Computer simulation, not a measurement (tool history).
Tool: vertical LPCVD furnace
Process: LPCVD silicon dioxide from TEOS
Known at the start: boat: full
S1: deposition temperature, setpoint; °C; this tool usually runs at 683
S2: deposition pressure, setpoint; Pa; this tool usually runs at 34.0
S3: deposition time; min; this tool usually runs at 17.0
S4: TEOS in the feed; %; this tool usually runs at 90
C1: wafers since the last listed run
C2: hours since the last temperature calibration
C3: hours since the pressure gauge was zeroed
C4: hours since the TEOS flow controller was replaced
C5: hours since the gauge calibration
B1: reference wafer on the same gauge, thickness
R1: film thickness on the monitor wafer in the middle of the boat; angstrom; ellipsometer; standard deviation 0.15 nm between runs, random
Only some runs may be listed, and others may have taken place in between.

run,day,S1,S2,S3,S4,C1,C2,C3,C4,C5,B1,R1
1,0.000,687,34.0,17.0,90,0,2579.1,1853.1,5404.9,56.6,92.41,1099.8
2,0.579,687,34.0,17.0,90,208,2593.0,1867.0,5418.8,70.5,92.40,1100.5
3,1.071,683,34.0,17.0,90,176,2604.8,1878.8,5430.6,82.3,92.42,998.3
4,1.758,683,34.0,17.0,90,247,2621.3,1895.3,5447.1,98.8,92.39,1000.5
5,2.117,683,34.0,17.0,90,128,2629.9,1903.9,5455.7,107.4,92.39,1007.3
6,2.733,683,34.0,17.0,90,221,2644.7,1918.7,5470.5,122.2,92.41,1004.6
7,3.279,683,34.0,17.0,90,196,2657.8,1931.8,5483.6,135.3,92.40,1001.5
# day 4.262: gauge calibrated
# day 5.250: pressure gauge zeroed
8,5.404,683,34.0,17.0,90,404,2708.8,3.7,5534.6,27.4,92.45,1002.8
9,6.033,683,34.0,17.0,90,226,2723.9,18.8,5549.7,42.5,92.37,1005.5
# day 7.196: thermocouples replaced and temperature profile calibrated
# day 7.879: TEOS flow controller replaced
10,7.900,686,40.7,15.0,80,66,16.9,63.6,0.5,87.3,92.36,884.8
11,8.092,687,34.0,17.0,90,68,21.5,68.2,5.1,91.9,92.42,997.4
12,8.279,683,27.3,12.0,84,67,26.0,72.7,9.6,96.4,92.38,554.0
13,8.471,677,37.3,17.0,90,68,30.6,77.3,14.2,101.0,92.42,821.8
14,8.683,683,34.0,17.0,90,76,35.7,82.4,19.3,106.1,92.40,905.4
15,9.204,680,40.0,12.0,83,187,48.2,94.9,31.8,118.6,92.41,620.4
16,9.888,673,34.0,17.0,90,245,64.6,111.3,48.2,135.0,92.41,709.8

How the hidden state differs across the entries between the runs, from the last listed run before each to the first after it:
From run 7 to run 8: gauge calibrated (day 4.262); pressure gauge zeroed (day 5.250)
  true tube temperature minus thermocouple reading, K: 4.46 -> 4.53
  measured value less the no-hidden-state value, R1: +101.5 -> +103.3 angstrom
From run 9 to run 10: thermocouples replaced and temperature profile calibrated (day 7.196); TEOS flow controller replaced (day 7.879)
  true tube temperature minus thermocouple reading, K: 4.55 -> 0.149
  measured value less the no-hidden-state value, R1: +104.0 -> +3.1 angstrom
